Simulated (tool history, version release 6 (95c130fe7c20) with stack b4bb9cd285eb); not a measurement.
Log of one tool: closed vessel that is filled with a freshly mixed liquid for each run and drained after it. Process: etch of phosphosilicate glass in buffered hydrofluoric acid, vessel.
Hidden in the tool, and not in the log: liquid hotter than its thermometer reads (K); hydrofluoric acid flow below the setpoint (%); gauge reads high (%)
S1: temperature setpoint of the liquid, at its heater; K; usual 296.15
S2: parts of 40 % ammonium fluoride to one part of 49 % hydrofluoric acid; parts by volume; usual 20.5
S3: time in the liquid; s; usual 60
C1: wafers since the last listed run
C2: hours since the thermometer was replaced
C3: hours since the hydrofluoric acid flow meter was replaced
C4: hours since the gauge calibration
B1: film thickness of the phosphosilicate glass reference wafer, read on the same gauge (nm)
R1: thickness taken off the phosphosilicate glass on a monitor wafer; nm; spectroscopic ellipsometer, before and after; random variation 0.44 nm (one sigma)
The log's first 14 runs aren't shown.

run	hour	S1	S2	S3	C1	C2	C3	C4	B1	R1
15	179	298.65	20.5	60	1170	1753.3	2067.9	305.8	149.98	182.34
# hour 186.2: gauge calibrated
16	189.7	294.15	20.5	60	1228	1764	2078.6	3.5	150	143.29
17	198.3	297.65	20.5	30	987	1772.6	2087.2	12.1	149.99	86.46
18	209.1	299.65	17.5	40	1239	1783.4	2098	22.9	150	143.01
19	218.9	296.15	20.5	60	1124	1793.2	2107.8	32.7	150.01	159.92
20	236.3	296.15	25.5	60	1997	1810.6	2125.2	50.1	150	138.21
# hour 244.3: hydrofluoric acid flow meter replaced
21	253.6	296.15	20.5	60	1870	1827.9	9.3	67.4	150.01	174.72
22	259.7	296.15	14.5	60	700	1834	15.4	73.5	150.01	242.92
# hour 271: thermometer replaced
23	275.8	299.65	26.5	30	1733	4.8	31.5	89.6	149.99	78.7
24	290.7	299.65	20.5	60	1710	19.7	46.4	104.5	150	187.07
25	308.1	296.15	20.5	35	1997	37.1	63.8	121.9	149.97	90.49
26	323.9	296.15	20.5	60	1813	52.9	79.6	137.7	149.97	155.33
27	333.1	296.15	27.5	70	1055	62.1	88.8	146.9	149.99	147.74
28	341.2	298.65	14.5	60	929	70.2	96.9	155	150	248.56
29	350.3	297.65	17.5	75	1044	79.3	106	164.1	150	243.2
30	358.2	296.15	23.5	40	906	87.2	113.9	172	150.01	93.78

5 ways to go on from here, each from the tool as it stands after run 30. What would each give?
A	358.9	296.15	20.5	95	80	87.9	114.6	172.7	?	?
B	358.9	296.15	20.5	85	80	87.9	114.6	172.7	?	?
C	358.9	294.65	24	75	80	87.9	114.6	172.7	?	?
D	358.9	291.65	24.5	45	80	87.9	114.6	172.7	?	?
E	358.9	300.15	20.5	50	80	87.9	114.6	172.7	?	?

run	B1	R1
A	149.98	246.72
B	149.98	220.75
C	149.98	160.82
D	149.98	80.39
E	149.98	161.36
Without the tool's hidden state the same runs would have given:
run	R1
A	243.36
B	217.75
C	158.61
D	79.25
E	159.23

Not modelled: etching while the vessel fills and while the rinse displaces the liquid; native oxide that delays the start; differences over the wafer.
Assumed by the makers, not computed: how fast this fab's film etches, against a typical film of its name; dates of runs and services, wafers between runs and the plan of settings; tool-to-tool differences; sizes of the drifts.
